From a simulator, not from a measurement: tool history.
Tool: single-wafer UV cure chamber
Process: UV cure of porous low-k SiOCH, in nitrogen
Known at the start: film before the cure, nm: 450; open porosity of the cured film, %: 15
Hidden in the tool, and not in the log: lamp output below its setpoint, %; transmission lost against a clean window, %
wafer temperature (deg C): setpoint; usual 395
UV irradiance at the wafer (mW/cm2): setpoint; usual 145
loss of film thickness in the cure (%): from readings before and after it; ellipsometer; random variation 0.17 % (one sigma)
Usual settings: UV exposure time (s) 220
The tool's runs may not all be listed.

run	hour	wafer temperature (deg C)	UV exposure time (s)	UV irradiance at the wafer (mW/cm2)	wafers since the last listed run	hours since the UV bulbs were replaced	wafers since the quartz window was cleaned	loss of film thickness in the cure (%)
1	0.0	395	220	145	0	1317.4	908	9.699
2	20.1	395	220	145	239	1337.5	1148	9.654
3	38.1	395	220	145	214	1355.5	1363	9.704
4	56.0	395	220	145	213	1373.4	1576	9.855
# hour 77.8: quartz window cleaned
5	78.5	395	285	145	172	1395.9	7	10.619
6	103.6	395	285	145	299	1421.0	307	11.018
7	135.7	395	285	145	382	1453.1	690	10.887
8	167.8	395	220	145	382	1485.2	1072	9.405
9	181.5	395	220	145	163	1498.9	1236	9.527
10	195.0	395	220	145	160	1512.4	1397	9.359
11	229.2	395	220	145	407	1546.6	1804	9.443
# hour 245.0: quartz window cleaned
12	253.0	395	220	145	188	1570.4	95	9.344
13	278.1	395	220	145	299	1595.5	394	9.528
14	314.1	395	220	145	429	1631.5	824	9.393
15	346.4	395	220	145	385	1663.8	1209	9.286
16	382.0	412	345	145	424	1699.4	1633	11.290
# hour 390.7: quartz window cleaned
# hour 419.4: UV bulbs replaced
17	419.9	387	220	134	261	0.5	252	10.811
18	435.5	395	335	145	186	16.1	439	12.798
19	465.5	395	220	145	357	46.1	796	10.952
20	492.2	395	220	169	318	72.8	1115	11.636
21	520.6	409	220	164	338	101.2	1453	11.850
22	534.8	388	295	113	169	115.4	1623	10.813
# hour 549.0: quartz window cleaned
23	568.3	415	220	114	304	148.9	229	10.312
24	583.8	395	220	145	184	164.4	414	10.706
25	600.2	383	105	135	195	180.8	610	7.520
26	651.4	379	220	145	610	232.0	1220	10.559
27	685.8	395	140	145	410	266.4	1630	9.008
# hour 719.0: quartz window cleaned
28	719.5	395	220	145	306	300.1	6	10.860
29	738.6	387	300	178	227	319.2	233	12.862
30	768.2	395	220	145	352	348.8	586	10.640
31	803.8	405	165	181	424	384.4	1011	10.401

The tool's hidden state at each run:
transmission lost against a clean window, %: 0 in every run
H1: lamp output below its setpoint, %
run	H1
1	29.3
2	29.7
3	30.1
4	30.5
5	31
6	31.5
7	32.2
8	32.9
9	33.2
10	33.5
11	34.2
12	34.8
13	35.3
14	36.1
15	36.8
16	37.5
17	3.07
18	3.4
19	4.05
20	4.63
21	5.24
22	5.55
23	6.27
24	6.61
25	6.96
26	8.07
27	8.81
28	9.54
29	9.95
30	10.6
31	11.4
